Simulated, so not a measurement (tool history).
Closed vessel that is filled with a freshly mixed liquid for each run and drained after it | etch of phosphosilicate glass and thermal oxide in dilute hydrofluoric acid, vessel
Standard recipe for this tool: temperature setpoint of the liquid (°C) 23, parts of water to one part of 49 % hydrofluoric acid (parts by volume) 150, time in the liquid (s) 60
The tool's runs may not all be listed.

run	hour	temperature setpoint of the liquid (°C)	parts of water to one part of 49 % hydrofluoric acid (parts by volume)	time in the liquid (s)	read-back film thickness of the phosphosilicate glass reference wafer, read on the same gauge (nm)	read-back film thickness of the thermal oxide reference wafer, read on the same gauge (nm)	thickness taken off the phosphosilicate glass on a monitor wafer (Å)	thickness taken off the thermal oxide on a monitor wafer (Å)
1	0	23	150	40	90.01	139.995	154.3	10
2	13.7	27	105	40	90.02	139.995	265.3	17.17
# hour 44: thermometer replaced
3	44.3	23	150	60	89.99	140.022	228.9	14.5
4	94.2	23	150	60	89.97	139.991	228.6	14.42
# hour 100: gauge calibrated
5	116.3	26.5	210	85	90.03	140.006	244	15.39
6	131.4	23	150	60	89.94	139.963	226.5	14.32
7	154.4	27	150	95	90.01	140.011	411.3	27.29
8	168.6	19.5	95	35	89.98	140.012	194.4	11.99
9	196.8	23	150	60	90.03	139.999	222.4	14.44
10	226.3	23	150	60	90.01	140.032	225.7	14.05
11	238.4	18	210	70	90.02	139.995	144.9	9.48
12	259.6	23	130	60	89.99	140.014	261.4	16.78
13	280.1	23	150	35	89.98	139.96	130.9	8.18
14	301	23	150	60	89.99	139.981	221.9	14.51
15	322.4	27	220	60	90	139.97	163.6	9.96
# hour 347.4: hydrofluoric acid flow meter replaced
16	348.1	20	170	45	90.03	139.973	139.9	8.71
17	378.7	23	150	50	90	140.033	202.6	13.02
18	414.5	23	150	60	89.94	139.989	241.4	15.18
19	446.2	27	105	40	90.02	139.977	283.7	18.47
20	473.7	23	150	60	89.98	139.994	240.7	15.58
21	506.6	18.5	185	30	89.97	139.994	78.1	5.08
22	534.5	20	85	45	89.95	140.009	299	19.13
23	557.3	21.5	150	60	89.94	140.046	223.8	14.67
24	588.1	27.5	180	60	90.03	140.016	227.1	14.57
25	608.2	23	150	60	90.01	139.979	238.5	15.06

Consider 4 possible next runs. They are alternatives, not a sequence: every one starts from the tool as it was left by run 25. What does each give?
A	608.9	23	215	60	?	?	?	?
B	608.9	23	105	85	?	?	?	?
C	608.9	21.5	150	90	?	?	?	?
D	608.9	23	190	85	?	?	?	?

run	read-back film thickness of the phosphosilicate glass reference wafer, read on the same gauge (nm)	read-back film thickness of the thermal oxide reference wafer, read on the same gauge (nm)	thickness taken off the phosphosilicate glass on a monitor wafer (Å)	thickness taken off the thermal oxide on a monitor wafer (Å)
A	89.98	140.046	153.3	10.03
B	89.98	140.046	503.3	32.93
C	89.98	140.046	333.9	21.84
D	89.98	140.046	252.4	16.52
The same runs, with their run-to-run variation unchanged, on a tool lacking any hidden condition would have given:
run	thickness taken off the phosphosilicate glass on a monitor wafer (Å)	thickness taken off the thermal oxide on a monitor wafer (Å)
A	156.9	10.27
B	514.1	33.63
C	341.3	22.33
D	258.2	16.9
